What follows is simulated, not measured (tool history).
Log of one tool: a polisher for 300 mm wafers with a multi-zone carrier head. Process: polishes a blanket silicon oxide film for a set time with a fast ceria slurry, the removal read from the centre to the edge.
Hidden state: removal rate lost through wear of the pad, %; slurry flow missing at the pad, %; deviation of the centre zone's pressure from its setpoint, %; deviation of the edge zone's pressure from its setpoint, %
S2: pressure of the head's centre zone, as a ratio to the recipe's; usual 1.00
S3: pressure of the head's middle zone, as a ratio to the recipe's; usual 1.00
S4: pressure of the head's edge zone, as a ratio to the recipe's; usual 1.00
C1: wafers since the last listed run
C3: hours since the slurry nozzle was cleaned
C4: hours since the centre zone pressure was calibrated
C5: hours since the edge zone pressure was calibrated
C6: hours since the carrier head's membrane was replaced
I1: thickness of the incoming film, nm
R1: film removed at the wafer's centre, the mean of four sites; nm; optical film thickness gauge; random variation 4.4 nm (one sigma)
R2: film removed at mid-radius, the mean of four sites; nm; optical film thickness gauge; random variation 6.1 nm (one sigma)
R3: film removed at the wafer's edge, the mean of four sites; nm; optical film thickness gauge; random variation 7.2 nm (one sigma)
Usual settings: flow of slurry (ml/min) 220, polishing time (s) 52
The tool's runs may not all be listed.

Run 1, day 0.000: usual settings but S3 0.94, polishing time (s) 43; C1 0; wafers polished on this pad 550; C3 562.6; C4 42.2; C5 52.1; C6 1005.4; I1 3172.5. Result: R1 517.9 nm, R2 488.5 nm, R3 508.7 nm.
Run 2, day 1.808: usual settings but S4 0.95; C1 431; wafers polished on this pad 982; C3 606.0; C4 85.6; C5 95.5; C6 1048.8; I1 3213.3. Result: R1 624.6 nm, R2 619.3 nm, R3 591.9 nm.
At day 2.775: worn pad replaced by a new one.
Run 3, day 3.529: usual settings but S4 0.95; C1 370; wafers polished on this pad 179; C3 647.3; C4 126.9; C5 136.8; C6 1090.1; I1 3167.5. Result: R1 629.7 nm, R2 626.7 nm, R3 600.2 nm.
Run 4, day 5.529: usual settings; C1 477; wafers polished on this pad 656; C3 695.3; C4 174.9; C5 184.8; C6 1138.1; I1 3151.4. Result: R1 621.2 nm, R2 614.4 nm, R3 616.9 nm.
Run 5, day 7.425: usual settings; C1 452; wafers polished on this pad 1109; C3 740.8; C4 220.4; C5 230.3; C6 1183.6; I1 3230.1. Result: R1 622.5 nm, R2 621.7 nm, R3 623.6 nm.
At day 8.804: worn pad replaced by a new one.
At day 9.629: carrier head's membrane replaced by a new one.
Run 6, day 9.979: usual settings but S4 0.97; C1 520; wafers polished on this pad 231; C3 802.1; C4 281.7; C5 291.6; C6 8.4; I1 3115.2. Result: R1 623.0 nm, R2 626.0 nm, R3 592.5 nm.
At day 10.258: slurry nozzle cleaned.
At day 14.954: worn pad replaced by a new one.
Run 7, day 15.142: usual settings but S4 0.97; C1 1182; wafers polished on this pad 44; C3 117.2; C4 405.6; C5 415.5; C6 132.3; I1 3238.6. Result: R1 625.8 nm, R2 616.1 nm, R3 606.1 nm.
Run 8, day 17.142: usual settings but S2 0.92, S3 1.10, S4 0.92; C1 477; wafers polished on this pad 521; C3 165.2; C4 453.6; C5 463.5; C6 180.3; I1 3177.3. Result: R1 577.8 nm, R2 658.5 nm, R3 576.3 nm.
Run 9, day 19.288: usual settings but S3 0.90, S4 0.97, polishing time (s) 61; C1 512; wafers polished on this pad 1034; C3 216.7; C4 505.1; C5 515.0; C6 231.8; I1 3194.6. Result: R1 731.5 nm, R2 664.7 nm, R3 696.8 nm.
At day 20.683: worn pad replaced by a new one.
Run 10, day 20.704: usual settings but S3 1.06, S4 0.95; C1 298; wafers polished on this pad 5; C3 250.7; C4 539.1; C5 549.0; C6 265.8; I1 3173.9. Result: R1 615.2 nm, R2 651.8 nm, R3 596.7 nm.
At day 22.446: centre zone pressure recalibrated.
Run 11, day 23.158: usual settings; C1 565; wafers polished on this pad 571; C3 309.6; C4 17.1; C5 607.9; C6 324.7; I1 3120.1. Result: R1 622.9 nm, R2 613.5 nm, R3 596.4 nm.
At day 23.308: edge zone pressure recalibrated.
Run 12, day 25.254: usual settings but flow of slurry (ml/min) 290, S3 0.96, S4 0.88; C1 480; wafers polished on this pad 1051; C3 359.9; C4 67.4; C5 46.7; C6 375.0; I1 3208.4. Result: R1 644.9 nm, R2 633.0 nm, R3 594.2 nm.
At day 25.979: worn pad replaced by a new one.
Run 13, day 26.725: usual settings but flow of slurry (ml/min) 180, S3 0.88; C1 311; wafers polished on this pad 177; C3 395.2; C4 102.7; C5 82.0; C6 410.3; I1 3213.4. Result: R1 601.4 nm, R2 544.9 nm, R3 584.8 nm.
Run 14, day 28.429: usual settings but flow of slurry (ml/min) 180, S3 0.88; C1 406; wafers polished on this pad 584; C3 436.1; C4 143.6; C5 122.9; C6 451.2; I1 3174.9. Result: R1 603.8 nm, R2 525.3 nm, R3 594.0 nm.
Run 15, day 29.525: usual settings but S3 1.03; C1 261; wafers polished on this pad 845; C3 462.4; C4 169.9; C5 149.2; C6 477.5; I1 3175.6. Result: R1 617.3 nm, R2 629.5 nm, R3 610.3 nm.

The tool's hidden state at each run:
removal rate lost through wear of the pad, %: 0 in every run
slurry flow missing at the pad, %: 0 in every run
deviation of the centre zone's pressure from its setpoint, %: 0 in every run
deviation of the edge zone's pressure from its setpoint, %: 0 in every run
